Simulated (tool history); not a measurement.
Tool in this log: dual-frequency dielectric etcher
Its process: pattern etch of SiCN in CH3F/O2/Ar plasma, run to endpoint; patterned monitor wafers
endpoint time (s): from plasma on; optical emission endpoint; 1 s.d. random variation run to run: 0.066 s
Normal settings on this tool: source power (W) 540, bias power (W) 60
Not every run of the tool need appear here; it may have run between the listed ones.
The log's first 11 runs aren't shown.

run	hour	source power (W)	bias power (W)	wafers since the last listed run	hours since the last wet clean	hours since the last source power generator calibration	hours since the last bias power generator calibration	hours since the last upper electrode change	incoming incoming film thickness, nm	endpoint time (s)
12	632.6	540	60	692	322.5	4427.3	3797.4	4969.5	8.93	21.0
# hour 639.9: bias power generator calibrated
13	679.1	540	55	527	369.0	4473.8	39.2	5016.0	9.08	22.8
14	713.4	540	60	425	403.3	4508.1	73.5	5050.3	9.02	21.6
15	836.6	590	75	1529	526.5	4631.3	196.7	5173.5	8.91	18.7
# hour 858.1: source power generator calibrated
16	891.4	410	74	630	581.3	33.3	251.5	5228.3	8.98	21.4
17	921.6	540	60	374	611.5	63.5	281.7	5258.5	9.06	21.5
# hour 956.7: wet clean of the chamber
# hour 970.6: upper electrode replaced
18	991.6	540	60	398	34.9	133.5	351.7	21.0	8.95	21.9
19	1053.7	670	60	770	97.0	195.6	413.8	83.1	8.96	20.2
20	1106.8	620	69	659	150.1	248.7	466.9	136.2	9.01	19.6
21	1154.5	460	55	592	197.8	296.4	514.6	183.9	9.05	24.2
22	1226.0	410	68	887	269.3	367.9	586.1	255.4	8.93	22.5
23	1258.1	620	45	398	301.4	400.0	618.2	287.5	8.94	23.5
24	1299.9	590	70	518	343.2	441.8	660.0	329.3	9.03	19.7
25	1345.5	540	60	566	388.8	487.4	705.6	374.9	9.02	21.7
26	1406.2	540	67	753	449.5	548.1	766.3	435.6	9.02	20.5
27	1442.9	600	50	455	486.2	584.8	803.0	472.3	9.05	22.6
28	1502.8	540	60	743	546.1	644.7	862.9	532.2	9.09	21.8
# hour 1573.1: wet clean of the chamber
29	1573.6	670	73	580	0.5	715.5	933.7	603.0	9.06	18.5
30	1606.3	470	71	405	33.2	748.2	966.4	635.7	8.99	21.0
31	1691.0	490	56	1051	117.9	832.9	1051.1	720.4	9.03	23.2
32	1768.5	540	48	962	195.4	910.4	1128.6	797.9	8.97	23.7
33	1817.2	640	60	604	244.1	959.1	1177.3	846.6	9.02	20.2
34	1880.2	540	60	782	307.1	1022.1	1240.3	909.6	9.06	21.6

Below are 5 alternative next runs, each starting from the tool's condition after run 34. Predict each:
A	1880.6	540	66	4	307.5	1022.5	1240.7	910.0	9.03	?
B	1880.6	470	53	4	307.5	1022.5	1240.7	910.0	9.03	?
C	1880.6	420	46	4	307.5	1022.5	1240.7	910.0	9.03	?
D	1880.6	590	60	4	307.5	1022.5	1240.7	910.0	9.03	?
E	1880.6	640	51	4	307.5	1022.5	1240.7	910.0	9.03	?

run	endpoint time (s)
A	20.5
B	23.9
C	26.7
D	20.8
E	21.7
The same runs, with their run-to-run variation unchanged, on a tool lacking any hidden condition would have given:
run	endpoint time (s)
A	21.2
B	24.7
C	27.5
D	21.4
E	22.4

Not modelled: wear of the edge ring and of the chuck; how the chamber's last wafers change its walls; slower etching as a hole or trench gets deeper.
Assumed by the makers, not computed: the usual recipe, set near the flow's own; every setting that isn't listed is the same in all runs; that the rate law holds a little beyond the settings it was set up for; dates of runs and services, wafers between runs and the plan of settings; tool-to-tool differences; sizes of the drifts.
